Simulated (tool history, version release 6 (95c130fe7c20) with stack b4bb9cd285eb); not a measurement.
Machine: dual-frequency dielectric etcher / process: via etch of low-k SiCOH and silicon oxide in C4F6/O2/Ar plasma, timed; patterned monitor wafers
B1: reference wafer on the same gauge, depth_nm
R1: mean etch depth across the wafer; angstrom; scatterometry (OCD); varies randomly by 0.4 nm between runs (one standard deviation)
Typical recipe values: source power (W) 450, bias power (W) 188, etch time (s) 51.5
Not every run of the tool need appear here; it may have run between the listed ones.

Run 1, day 0.000: usual settings; B1 170.0. Result: R1 1515 angstrom.
Run 2, day 3.458: usual settings; B1 170.0. Result: R1 1510 angstrom.
Run 3, day 7.200: usual settings but etch time (s) 59.5; B1 169.9. Result: R1 1746 angstrom.
Run 4, day 10.438: usual settings but bias power (W) 176; B1 170.0. Result: R1 1473 angstrom.
Run 5, day 12.154: usual settings but bias power (W) 176; B1 170.0. Result: R1 1475 angstrom.
Run 6, day 16.533: usual settings but source power (W) 510; B1 170.0. Result: R1 1587 angstrom.
Run 7, day 18.158: usual settings; B1 169.9. Result: R1 1503 angstrom.
Run 8, day 19.675: usual settings but etch time (s) 41.5; B1 170.0. Result: R1 1221 angstrom.
Run 9, day 23.217: usual settings but etch time (s) 44.0; B1 169.9. Result: R1 1312 angstrom.
Run 10, day 25.721: usual settings but source power (W) 510, bias power (W) 159, etch time (s) 57.0; B1 170.0. Result: R1 1672 angstrom.
Run 11, day 28.421: usual settings but source power (W) 550, bias power (W) 148; B1 170.0. Result: R1 1549 angstrom.
Run 12, day 32.583: usual settings; B1 169.9. Result: R1 1549 angstrom.
Run 13, day 36.804: usual settings but bias power (W) 232, etch time (s) 58.5; B1 170.0. Result: R1 1906 angstrom.
Run 14, day 39.904: usual settings; B1 170.0. Result: R1 1548 angstrom.
Run 15, day 43.917: usual settings but source power (W) 500, bias power (W) 214; B1 170.0. Result: R1 1687 angstrom.
Run 16, day 45.421: usual settings but source power (W) 380, bias power (W) 155, etch time (s) 46.0; B1 169.9. Result: R1 1180 angstrom.

The log once held 6 entries between its listed runs, left out of this copy. Where does each go, and what is different about the tool's unlogged condition between the listed run before it and the listed run after it?
Between runs 3 and 4: wet clean of the chamber (day 8.750)
  source power that arrives over what is set, %: -5.38 -> -5.41; bias power that arrives over what is set, %: -4.84 -> -4.9
  difference, measured minus the result without the unlogged condition, R1: -77 -> -65 angstrom
Between runs 5 and 6: upper electrode replaced (day 16.483); gauge calibrated (day 16.525)
  source power that arrives over what is set, %: -5.42 -> -5.46; bias power that arrives over what is set, %: -4.93 -> -4.99
  difference, measured minus the result without the unlogged condition, R1: -65 -> -71 angstrom
Between runs 8 and 9: bias power generator calibrated (day 22.917)
  source power that arrives over what is set, %: -5.48 -> -5.51; bias power that arrives over what is set, %: -5.02 -> -0.773
  difference, measured minus the result without the unlogged condition, R1: -55 -> -36 angstrom
Between runs 10 and 11: source power generator calibrated (day 27.717)
  source power that arrives over what is set, %: -5.52 -> -0.612; bias power that arrives over what is set, %: -1.27 -> -1.76
  difference, measured minus the result without the unlogged condition, R1: -49 -> -14 angstrom
Between runs 11 and 12: wet clean of the chamber (day 29.488)
  source power that arrives over what is set, %: -0.612 -> -1.19; bias power that arrives over what is set, %: -1.76 -> -2.41
  difference, measured minus the result without the unlogged condition, R1: -14 -> -23 angstrom
